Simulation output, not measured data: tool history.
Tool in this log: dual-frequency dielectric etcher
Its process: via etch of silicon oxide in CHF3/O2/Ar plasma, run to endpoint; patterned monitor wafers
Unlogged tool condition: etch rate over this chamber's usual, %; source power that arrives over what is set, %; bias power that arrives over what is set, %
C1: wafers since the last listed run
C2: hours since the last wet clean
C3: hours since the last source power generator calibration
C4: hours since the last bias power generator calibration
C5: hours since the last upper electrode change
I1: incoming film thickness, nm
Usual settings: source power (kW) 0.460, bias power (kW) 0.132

Run 1, day 0.000: usual settings; C1 0; C2 220.6; C3 2346.1; C4 2161.2; C5 2693.8; I1 645.3. Result: endpoint time (s) 394.9.
Run 2, day 2.592: usual settings but bias power (kW) 0.113; C1 358; C2 282.8; C3 2408.3; C4 2223.4; C5 2756.0; I1 641.4. Result: endpoint time (s) 413.3.
Run 3, day 4.942: usual settings but bias power (kW) 0.113; C1 325; C2 339.2; C3 2464.7; C4 2279.8; C5 2812.4; I1 646.9. Result: endpoint time (s) 417.0.
Run 4, day 7.271: usual settings; C1 322; C2 395.1; C3 2520.6; C4 2335.7; C5 2868.3; I1 653.2. Result: endpoint time (s) 400.8.
At day 8.842: wet clean of the chamber.
Run 5, day 9.679: usual settings but source power (kW) 0.420, bias power (kW) 0.112; C1 194; C2 20.1; C3 2578.4; C4 2393.5; C5 2926.1; I1 640.9. Result: endpoint time (s) 425.3.
Run 6, day 11.992: usual settings but source power (kW) 0.420, bias power (kW) 0.112; C1 320; C2 75.6; C3 2633.9; C4 2449.0; C5 2981.6; I1 639.1. Result: endpoint time (s) 425.4.
Run 7, day 13.521: usual settings but source power (kW) 0.420, bias power (kW) 0.112; C1 211; C2 112.3; C3 2670.6; C4 2485.7; C5 3018.3; I1 642.5. Result: endpoint time (s) 426.0.
Run 8, day 15.162: usual settings; C1 227; C2 151.7; C3 2710.0; C4 2525.1; C5 3057.7; I1 645.2. Result: endpoint time (s) 389.7.
At day 16.250: upper electrode replaced.
Run 9, day 18.100: usual settings; C1 268; C2 222.2; C3 2780.5; C4 2595.6; C5 44.4; I1 646.2. Result: endpoint time (s) 392.3.
Run 10, day 19.467: usual settings; C1 189; C2 255.0; C3 2813.3; C4 2628.4; C5 77.2; I1 648.6. Result: endpoint time (s) 393.3.
Run 11, day 21.500: usual settings; C1 281; C2 303.8; C3 2862.1; C4 2677.2; C5 126.0; I1 645.2. Result: endpoint time (s) 390.5.
At day 24.512: wet clean of the chamber.
Run 12, day 24.533: usual settings but source power (kW) 0.370, bias power (kW) 0.159; C1 281; C2 0.5; C3 2934.9; C4 2750.0; C5 198.8; I1 647.6. Result: endpoint time (s) 391.7.
Run 13, day 26.967: usual settings but source power (kW) 0.530, bias power (kW) 0.109; C1 336; C2 58.9; C3 2993.3; C4 2808.4; C5 257.2; I1 644.6. Result: endpoint time (s) 403.4.
At day 28.238: source power generator calibrated.
Run 14, day 29.525: usual settings but source power (kW) 0.510; C1 331; C2 120.3; C3 30.9; C4 2869.8; C5 318.6; I1 642.6. Result: endpoint time (s) 379.0.
Run 15, day 32.004: usual settings but source power (kW) 0.410, bias power (kW) 0.145; C1 343; C2 179.8; C3 90.4; C4 2929.3; C5 378.1; I1 652.6. Result: endpoint time (s) 396.2.
At day 32.325: bias power generator calibrated.
Run 16, day 34.038: usual settings but bias power (kW) 0.113; C1 258; C2 228.6; C3 139.2; C4 41.1; C5 426.9; I1 644.4. Result: endpoint time (s) 414.8.
At day 39.871: wet clean of the chamber.
Run 17, day 42.983: usual settings but source power (kW) 0.540; C1 1100; C2 74.7; C3 353.9; C4 255.8; C5 641.6; I1 643.6. Result: endpoint time (s) 374.5.
Run 18, day 44.804: usual settings but bias power (kW) 0.156; C1 252; C2 118.4; C3 397.6; C4 299.5; C5 685.3; I1 647.1. Result: endpoint time (s) 369.1.
Run 19, day 47.383: usual settings but source power (kW) 0.350, bias power (kW) 0.113; C1 357; C2 180.3; C3 459.5; C4 361.4; C5 747.2; I1 644.5. Result: endpoint time (s) 450.9.
Run 20, day 49.771: usual settings; C1 330; C2 237.6; C3 516.8; C4 418.7; C5 804.5; I1 637.9. Result: endpoint time (s) 390.3.
Run 21, day 51.179: usual settings but source power (kW) 0.540, bias power (kW) 0.100; C1 194; C2 271.4; C3 550.6; C4 452.5; C5 838.3; I1 646.3. Result: endpoint time (s) 418.4.

What was the tool's hidden state at every run in the log?
etch rate over this chamber's usual, %: 0 on each run
source power that arrives over what is set, %: 0 on each run
bias power that arrives over what is set, %: 0 on each run
